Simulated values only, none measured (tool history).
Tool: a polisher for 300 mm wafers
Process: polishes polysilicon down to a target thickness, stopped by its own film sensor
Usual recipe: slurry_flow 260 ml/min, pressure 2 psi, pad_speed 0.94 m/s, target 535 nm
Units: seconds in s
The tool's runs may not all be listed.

| run | hour | slurry_flow | pressure | pad_speed | target | incoming thickness of the incoming film, nm | seconds |
|---|---|---|---|---|---|---|---|
| 1 | 0 | 260 | 2 | 0.94 | 535 | 859.8 | 77.9 |
| 2 | 56.8 | 260 | 2 | 0.94 | 535 | 867 | 77.2 |
| 3 | 131.4 | 260 | 2 | 0.94 | 535 | 861.9 | 77.2 |
|  | 163.3 | slurry nozzle cleaned |
|  | 304.7 | worn pad replaced by a new one |
| 4 | 429.2 | 260 | 2 | 0.94 | 535 | 859.8 | 76.4 |
|  | 570.8 | head pressure recalibrated |
|  | 588.6 | worn pad replaced by a new one |
| 5 | 594.5 | 260 | 2 | 0.94 | 458 | 852.8 | 88.9 |
|  | 621.1 | slurry nozzle cleaned |
| 6 | 635.1 | 260 | 2 | 0.94 | 458 | 841.5 | 84.8 |
| 7 | 825.6 | 260 | 2 | 0.94 | 458 | 849.4 | 90 |
| 8 | 870.1 | 260 | 2 | 0.94 | 535 | 852.8 | 72.7 |
|  | 898.4 | worn pad replaced by a new one |
| 9 | 947.9 | 260 | 2 | 0.78 | 434 | 864.3 | 120.6 |
| 10 | 1037.6 | 260 | 1.6 | 1.06 | 595 | 852.1 | 67.5 |
|  | 1049.5 | slurry nozzle cleaned |
| 11 | 1167.2 | 260 | 2 | 1.16 | 535 | 870.6 | 64.9 |
|  | 1220 | worn pad replaced by a new one |
| 12 | 1269.2 | 260 | 2 | 1.04 | 535 | 841.8 | 67.7 |
| 13 | 1333.4 | 285 | 1.5 | 1.12 | 436 | 861.1 | 112.6 |
| 14 | 1439.1 | 210 | 2.6 | 0.66 | 488 | 867.9 | 102.9 |
|  | 1541.4 | slurry nozzle cleaned |
| 15 | 1546.1 | 260 | 2 | 0.94 | 535 | 873.2 | 81.6 |
|  | 1572.1 | worn pad replaced by a new one |
| 16 | 1608.9 | 180 | 2 | 0.94 | 429 | 852.1 | 108 |

Predict each of these 4 candidate next runs independently; none follows another, all start after run 16:
| A | 1609.3 | 260 | 2 | 0.8 | 535 | 869.3 | ? |
| B | 1609.3 | 170 | 1.8 | 0.94 | 535 | 869.3 | ? |
| C | 1609.3 | 260 | 2 | 0.64 | 535 | 869.3 | ? |
| D | 1609.3 | 315 | 2 | 0.68 | 453 | 869.3 | ? |

| run | seconds |
|---|---|
| A | 94.1 |
| B | 94.7 |
| C | 117.6 |
| D | 135.2 |
Had the tool no hidden state, the same runs would have come out as:
| run | seconds |
|---|---|
| A | 86 |
| B | 86.6 |
| C | 107.5 |
| D | 123.6 |
